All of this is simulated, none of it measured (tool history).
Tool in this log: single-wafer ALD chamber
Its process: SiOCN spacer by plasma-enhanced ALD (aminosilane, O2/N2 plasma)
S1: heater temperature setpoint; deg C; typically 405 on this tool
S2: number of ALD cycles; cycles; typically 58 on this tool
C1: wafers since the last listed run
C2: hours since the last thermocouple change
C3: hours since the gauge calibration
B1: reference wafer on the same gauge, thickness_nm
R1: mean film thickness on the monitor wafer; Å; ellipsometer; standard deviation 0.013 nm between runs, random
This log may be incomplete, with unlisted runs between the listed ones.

run 1 hour=0.0 | S1=405 S2=58 | C1=0 C2=1049.9 C3=332.6 | B1=4.050 | R1=37.04
run 2 hour=12.4 | S1=405 S2=58 | C1=42 C2=1062.3 C3=345.0 | B1=4.055 | R1=37.28
run 3 hour=31.4 | S1=405 S2=58 | C1=64 C2=1081.3 C3=364.0 | B1=4.053 | R1=37.23
run 4 hour=65.4 | S1=405 S2=58 | C1=116 C2=1115.3 C3=398.0 | B1=4.056 | R1=37.10
run 5 hour=89.4 | S1=405 S2=58 | C1=81 C2=1139.3 C3=422.0 | B1=4.058 | R1=37.22
run 6 hour=102.6 | S1=405 S2=58 | C1=45 C2=1152.5 C3=435.2 | B1=4.062 | R1=37.12
run 7 hour=126.6 | S1=405 S2=58 | C1=81 C2=1176.5 C3=459.2 | B1=4.065 | R1=37.24
run 8 hour=146.8 | S1=405 S2=58 | C1=68 C2=1196.7 C3=479.4 | B1=4.070 | R1=37.53
run 9 hour=172.8 | S1=405 S2=58 | C1=88 C2=1222.7 C3=505.4 | B1=4.066 | R1=37.14
run 10 hour=268.5 | S1=405 S2=51 | C1=326 C2=1318.4 C3=601.1 | B1=4.080 | R1=32.88
run 11 hour=301.2 | S1=405 S2=51 | C1=111 C2=1351.1 C3=633.8 | B1=4.080 | R1=32.75
run 12 hour=335.0 | S1=393 S2=58 | C1=115 C2=1384.9 C3=667.6 | B1=4.084 | R1=37.88
-- hour=357.3 thermocouple changed; heater temperature recalibrated
run 13 hour=357.8 | S1=393 S2=58 | C1=50 C2=0.5 C3=690.4 | B1=4.090 | R1=37.98
run 14 hour=374.3 | S1=393 S2=58 | C1=56 C2=17.0 C3=706.9 | B1=4.091 | R1=38.00
run 15 hour=400.7 | S1=405 S2=58 | C1=90 C2=43.4 C3=733.3 | B1=4.096 | R1=37.61
run 16 hour=435.5 | S1=405 S2=58 | C1=118 C2=78.2 C3=768.1 | B1=4.102 | R1=37.65
run 17 hour=459.4 | S1=409 S2=51 | C1=81 C2=102.1 C3=792.0 | B1=4.106 | R1=32.66
run 18 hour=493.6 | S1=409 S2=51 | C1=116 C2=136.3 C3=826.2 | B1=4.110 | R1=32.62
run 19 hour=523.0 | S1=405 S2=58 | C1=100 C2=165.7 C3=855.6 | B1=4.111 | R1=37.81
run 20 hour=553.7 | S1=405 S2=58 | C1=104 C2=196.4 C3=886.3 | B1=4.122 | R1=37.90
run 21 hour=565.9 | S1=400 S2=58 | C1=41 C2=208.6 C3=898.5 | B1=4.121 | R1=38.25
run 22 hour=584.6 | S1=405 S2=58 | C1=63 C2=227.3 C3=917.2 | B1=4.125 | R1=37.77
run 23 hour=632.7 | S1=391 S2=48 | C1=164 C2=275.4 C3=965.3 | B1=4.135 | R1=31.57
run 24 hour=651.6 | S1=391 S2=50 | C1=64 C2=294.3 C3=984.2 | B1=4.138 | R1=32.89
run 25 hour=663.6 | S1=405 S2=58 | C1=40 C2=306.3 C3=996.2 | B1=4.140 | R1=38.25
run 26 hour=675.9 | S1=405 S2=58 | C1=41 C2=318.6 C3=1008.5 | B1=4.141 | R1=37.99
run 27 hour=709.2 | S1=397 S2=58 | C1=113 C2=351.9 C3=1041.8 | B1=4.149 | R1=38.51
run 28 hour=722.2 | S1=412 S2=68 | C1=44 C2=364.9 C3=1054.8 | B1=4.152 | R1=43.40
-- hour=742.5 gauge calibrated
run 29 hour=743.7 | S1=410 S2=58 | C1=73 C2=386.4 C3=1.2 | B1=4.070 | R1=36.62
run 30 hour=762.1 | S1=417 S2=49 | C1=62 C2=404.8 C3=19.6 | B1=4.069 | R1=30.09
run 31 hour=788.3 | S1=415 S2=47 | C1=89 C2=431.0 C3=45.8 | B1=4.064 | R1=28.89
run 32 hour=801.4 | S1=417 S2=50 | C1=44 C2=444.1 C3=58.9 | B1=4.063 | R1=30.84
run 33 hour=886.6 | S1=420 S2=68 | C1=290 C2=529.3 C3=144.1 | B1=4.068 | R1=41.18
run 34 hour=918.8 | S1=405 S2=67 | C1=109 C2=561.5 C3=176.3 | B1=4.070 | R1=42.96
run 35 hour=936.4 | S1=414 S2=47 | C1=60 C2=579.1 C3=193.9 | B1=4.070 | R1=29.23
run 36 hour=968.5 | S1=398 S2=64 | C1=109 C2=611.2 C3=226.0 | B1=4.072 | R1=41.69
run 37 hour=990.5 | S1=405 S2=58 | C1=75 C2=633.2 C3=248.0 | B1=4.074 | R1=37.32
run 38 hour=1006.0 | S1=411 S2=64 | C1=52 C2=648.7 C3=263.5 | B1=4.078 | R1=40.37
run 39 hour=1039.8 | S1=396 S2=51 | C1=115 C2=682.5 C3=297.3 | B1=4.082 | R1=33.24
run 40 hour=1070.3 | S1=405 S2=58 | C1=104 C2=713.0 C3=327.8 | B1=4.080 | R1=37.29
run 41 hour=1101.0 | S1=393 S2=65 | C1=104 C2=743.7 C3=358.5 | B1=4.082 | R1=42.75

Branching from run 41: 5 alternative next runs. What would each branch give?
run A hour=1101.5 | S1=405 S2=58 | C1=1 C2=744.2 C3=359.0 | B1=? | R1=?
run B hour=1101.5 | S1=394 S2=61 | C1=1 C2=744.2 C3=359.0 | B1=? | R1=?
run C hour=1101.5 | S1=405 S2=55 | C1=1 C2=744.2 C3=359.0 | B1=? | R1=?
run D hour=1101.5 | S1=409 S2=58 | C1=1 C2=744.2 C3=359.0 | B1=? | R1=?
run E hour=1101.5 | S1=399 S2=61 | C1=1 C2=744.2 C3=359.0 | B1=? | R1=?

run=A B1=4.077 R1=37.40
run=B B1=4.077 R1=39.93
run=C B1=4.077 R1=35.46
run=D B1=4.077 R1=36.88
run=E B1=4.077 R1=39.93
Take away the tool's hidden state, keep each run's random variation, and the runs would have read:
run=A R1=37.03
run=B R1=39.53
run=C R1=35.11
run=D R1=36.51
run=E R1=39.53
